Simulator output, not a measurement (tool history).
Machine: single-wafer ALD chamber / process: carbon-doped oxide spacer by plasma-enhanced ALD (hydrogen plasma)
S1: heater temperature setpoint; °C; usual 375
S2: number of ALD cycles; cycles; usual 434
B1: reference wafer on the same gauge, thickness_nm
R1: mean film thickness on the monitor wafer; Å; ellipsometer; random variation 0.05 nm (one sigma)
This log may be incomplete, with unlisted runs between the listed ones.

run 1 hour=0 | S1=380 S2=434 | B1=18.484 | R1=201.22
run 2 hour=42.6 | S1=375 S2=373 | B1=18.509 | R1=173.96
run 3 hour=101.9 | S1=375 S2=391 | B1=18.517 | R1=180.71
run 4 hour=311.2 | S1=375 S2=391 | B1=18.517 | R1=181.45
run 5 hour=335.7 | S1=375 S2=391 | B1=18.491 | R1=181.05
run 6 hour=405.6 | S1=375 S2=434 | B1=18.482 | R1=201.56
run 7 hour=471.3 | S1=375 S2=377 | B1=18.509 | R1=174.7
run 8 hour=512.1 | S1=375 S2=434 | B1=18.48 | R1=200.72
run 9 hour=539.4 | S1=385 S2=415 | B1=18.475 | R1=192.2
run 10 hour=593.9 | S1=375 S2=480 | B1=18.518 | R1=221.77
run 11 hour=649 | S1=375 S2=480 | B1=18.491 | R1=222.59
-- hour=688.2 gauge calibrated
run 12 hour=704.4 | S1=375 S2=434 | B1=18.52 | R1=201.23
run 13 hour=763.7 | S1=364 S2=388 | B1=18.517 | R1=179.61
run 14 hour=794.3 | S1=375 S2=434 | B1=18.472 | R1=201.29
run 15 hour=832.2 | S1=361 S2=434 | B1=18.487 | R1=202.27
-- hour=865.3 thermocouple changed; heater temperature recalibrated
run 16 hour=865.8 | S1=366 S2=408 | B1=18.496 | R1=189
run 17 hour=918.4 | S1=371 S2=395 | B1=18.5 | R1=182.93
run 18 hour=971.6 | S1=375 S2=434 | B1=18.498 | R1=201.98
run 19 hour=1034.1 | S1=386 S2=395 | B1=18.515 | R1=182.68
run 20 hour=1089.2 | S1=375 S2=512 | B1=18.509 | R1=237.31
run 21 hour=1133.4 | S1=375 S2=508 | B1=18.507 | R1=234.95
run 22 hour=1177.3 | S1=375 S2=457 | B1=18.52 | R1=211.97
run 23 hour=1225.2 | S1=375 S2=434 | B1=18.484 | R1=202.41
run 24 hour=1290.8 | S1=375 S2=434 | B1=18.477 | R1=200.88
run 25 hour=1324.2 | S1=389 S2=434 | B1=18.483 | R1=201.03

Predict each of these 5 candidate next runs independently; none follows another, all start after run 25:
run A hour=1325.3 | S1=383 S2=434 | B1=? | R1=?
run B hour=1325.3 | S1=369 S2=459 | B1=? | R1=?
run C hour=1325.3 | S1=375 S2=349 | B1=? | R1=?
run D hour=1325.3 | S1=375 S2=355 | B1=? | R1=?
run E hour=1325.3 | S1=375 S2=469 | B1=? | R1=?

run=A B1=18.494 R1=200.84
run=B B1=18.494 R1=212.4
run=C B1=18.494 R1=161.5
run=D B1=18.494 R1=164.28
run=E B1=18.494 R1=217.03
The same runs, with their run-to-run variation unchanged, on a tool lacking any hidden condition would have given:
run=A R1=200.84
run=B R1=212.4
run=C R1=161.5
run=D R1=164.28
run=E R1=217.03
